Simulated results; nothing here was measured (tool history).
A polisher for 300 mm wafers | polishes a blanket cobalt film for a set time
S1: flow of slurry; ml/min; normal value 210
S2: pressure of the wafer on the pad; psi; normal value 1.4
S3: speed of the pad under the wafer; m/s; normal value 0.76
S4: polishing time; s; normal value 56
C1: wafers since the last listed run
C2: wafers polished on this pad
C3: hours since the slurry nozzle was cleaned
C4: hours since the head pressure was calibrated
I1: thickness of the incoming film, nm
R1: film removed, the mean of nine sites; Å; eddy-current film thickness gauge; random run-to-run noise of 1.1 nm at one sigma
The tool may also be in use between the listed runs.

| run | hour | S1 | S2 | S3 | S4 | C1 | C2 | C3 | C4 | I1 | R1 |
|---|---|---|---|---|---|---|---|---|---|---|---|
| 1 | 0.0 | 210 | 1.6 | 0.76 | 66 | 0 | 609 | 275.5 | 770.7 | 780.7 | 2191 |
| 2 | 58.9 | 210 | 1.5 | 0.92 | 56 | 658 | 1267 | 334.4 | 829.6 | 799.0 | 2035 |
| 3 | 83.3 | 210 | 1.5 | 0.92 | 56 | 272 | 1539 | 358.8 | 854.0 | 785.2 | 1982 |
| 4 | 143.4 | 210 | 1.5 | 0.92 | 56 | 671 | 2211 | 418.9 | 914.1 | 787.0 | 1970 |
|  | 151.0 | worn pad replaced by a new one |
| 5 | 209.2 | 210 | 1.2 | 0.92 | 56 | 690 | 650 | 484.7 | 979.9 | 782.1 | 1664 |
| 6 | 246.0 | 210 | 1.2 | 0.92 | 56 | 411 | 1061 | 521.5 | 1016.7 | 790.7 | 1640 |
| 7 | 285.9 | 210 | 1.4 | 0.76 | 56 | 445 | 1507 | 561.4 | 1056.6 | 804.5 | 1549 |
| 8 | 335.2 | 210 | 1.4 | 0.76 | 56 | 550 | 2058 | 610.7 | 1105.9 | 786.1 | 1528 |
|  | 359.3 | worn pad replaced by a new one |
|  | 396.8 | head pressure recalibrated |
| 9 | 407.1 | 210 | 1.4 | 0.76 | 56 | 736 | 511 | 682.6 | 10.3 | 796.2 | 1642 |
| 10 | 445.7 | 210 | 1.4 | 0.76 | 56 | 431 | 942 | 721.2 | 48.9 | 781.6 | 1617 |
| 11 | 491.8 | 210 | 1.4 | 0.76 | 56 | 515 | 1457 | 767.3 | 95.0 | 788.3 | 1555 |
| 12 | 525.2 | 210 | 1.2 | 0.76 | 56 | 373 | 1831 | 800.7 | 128.4 | 794.9 | 1331 |
|  | 533.6 | worn pad replaced by a new one |
| 13 | 557.1 | 260 | 1.4 | 0.76 | 63 | 311 | 262 | 832.6 | 160.3 | 793.8 | 1923 |
| 14 | 589.0 | 250 | 1.1 | 0.76 | 69 | 356 | 619 | 864.5 | 192.2 | 794.0 | 1632 |
| 15 | 636.1 | 210 | 1.4 | 0.76 | 56 | 526 | 1145 | 911.6 | 239.3 | 794.9 | 1590 |
|  | 651.2 | slurry nozzle cleaned |
| 16 | 687.6 | 265 | 1.4 | 0.76 | 56 | 564 | 1710 | 36.4 | 290.8 | 775.2 | 1580 |
|  | 734.4 | worn pad replaced by a new one |
| 17 | 738.6 | 210 | 1.4 | 0.76 | 56 | 525 | 47 | 87.4 | 341.8 | 796.7 | 1678 |
| 18 | 769.7 | 210 | 1.4 | 0.76 | 56 | 347 | 394 | 118.5 | 372.9 | 791.7 | 1658 |
| 19 | 830.2 | 210 | 1.4 | 0.68 | 56 | 676 | 1071 | 179.0 | 433.4 | 780.6 | 1463 |
| 20 | 856.0 | 210 | 1.4 | 0.90 | 37 | 288 | 1359 | 204.8 | 459.2 | 793.3 | 1237 |
| 21 | 888.5 | 210 | 1.4 | 0.76 | 56 | 363 | 1722 | 237.3 | 491.7 | 788.4 | 1579 |
|  | 901.7 | worn pad replaced by a new one |
| 22 | 916.7 | 210 | 1.6 | 0.68 | 56 | 270 | 167 | 265.5 | 519.9 | 780.1 | 1712 |

The tool's hidden state at each run:
slurry flow missing at the pad, %: 0 at every run
deviation of the head's pressure from its setpoint, %: 0 at every run
H1: removal rate lost through wear of the pad, %
| run | H1 |
|---|---|
| 1 | 2.69 |
| 2 | 5.43 |
| 3 | 6.56 |
| 4 | 9.36 |
| 5 | 3.83 |
| 6 | 5.54 |
| 7 | 7.4 |
| 8 | 9.69 |
| 9 | 3.5 |
| 10 | 5.3 |
| 11 | 7.44 |
| 12 | 9 |
| 13 | 1.11 |
| 14 | 2.59 |
| 15 | 4.78 |
| 16 | 7.18 |
| 17 | 0.53 |
| 18 | 1.98 |
| 19 | 4.79 |
| 20 | 5.99 |
| 21 | 7.51 |
| 22 | 0.974 |

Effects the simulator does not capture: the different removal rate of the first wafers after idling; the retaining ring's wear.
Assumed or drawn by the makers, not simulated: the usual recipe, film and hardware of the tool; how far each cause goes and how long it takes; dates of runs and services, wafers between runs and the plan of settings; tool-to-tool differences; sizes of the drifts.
